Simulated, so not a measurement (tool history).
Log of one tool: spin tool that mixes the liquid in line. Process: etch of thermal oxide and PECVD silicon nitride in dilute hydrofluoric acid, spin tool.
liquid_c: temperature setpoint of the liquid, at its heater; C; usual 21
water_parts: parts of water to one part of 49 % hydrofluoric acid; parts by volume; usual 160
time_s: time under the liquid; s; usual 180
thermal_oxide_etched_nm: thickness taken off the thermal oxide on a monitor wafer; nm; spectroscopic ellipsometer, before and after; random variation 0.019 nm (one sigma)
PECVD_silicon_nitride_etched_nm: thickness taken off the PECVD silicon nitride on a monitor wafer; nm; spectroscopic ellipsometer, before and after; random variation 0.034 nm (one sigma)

run	hour	liquid_c	water_parts	time_s	read-back film thickness of the thermal oxide reference wafer, read on the same gauge (nm)	read-back film thickness of the PECVD silicon nitride reference wafer, read on the same gauge (nm)	thermal_oxide_etched_nm	PECVD_silicon_nitride_etched_nm
1	0	21	160	180	59.999	30.037	3.565	1.451
2	6	21	160	180	59.983	30.034	3.567	1.467
3	15.1	21	160	180	60.029	29.962	3.555	1.448
# hour 20.2: gauge calibrated
4	30.8	21	160	180	59.99	29.992	3.526	1.449
5	39.7	21	130	180	59.99	29.981	4.491	1.758
6	53	21	130	180	60.005	29.983	4.494	1.774
# hour 62.1: thermometer replaced
7	65.9	21	130	180	60.011	30.003	4.467	1.838
8	73.5	21	220	180	60.017	29.99	2.375	1.037
9	81.8	23.5	160	180	60.013	29.99	3.854	1.723
10	91.5	21	160	180	60.019	29.984	3.504	1.416
# hour 97.3: gauge calibrated
11	100.4	21	220	180	59.978	30	2.356	1.047
12	106.9	21	230	235	59.992	30.046	2.933	1.32
13	113.7	21	225	180	60.001	30.022	2.292	1.028
# hour 123.4: hydrofluoric acid flow meter replaced
14	131.5	21	110	180	59.995	30.004	6.181	2.372
15	145	21	160	265	60.02	29.98	5.875	2.374
16	158	19	100	260	60.029	30.029	9.087	3.244

3 ways to go on from here, each from the tool as it stands after run 16. What would each give?
A	158.5	21	160	180	?	?	?	?
B	158.5	18	185	245	?	?	?	?
C	158.5	23.5	85	105	?	?	?	?

run	read-back film thickness of the thermal oxide reference wafer, read on the same gauge (nm)	read-back film thickness of the PECVD silicon nitride reference wafer, read on the same gauge (nm)	thermal_oxide_etched_nm	PECVD_silicon_nitride_etched_nm
A	60.002	29.99	4.019	1.589
B	60.002	29.99	4.099	1.539
C	60.002	29.99	5.312	2.036
Without the tool's hidden state the same runs would have given:
run	thermal_oxide_etched_nm	PECVD_silicon_nitride_etched_nm
A	4.068	1.605
B	4.149	1.554
C	5.374	2.057

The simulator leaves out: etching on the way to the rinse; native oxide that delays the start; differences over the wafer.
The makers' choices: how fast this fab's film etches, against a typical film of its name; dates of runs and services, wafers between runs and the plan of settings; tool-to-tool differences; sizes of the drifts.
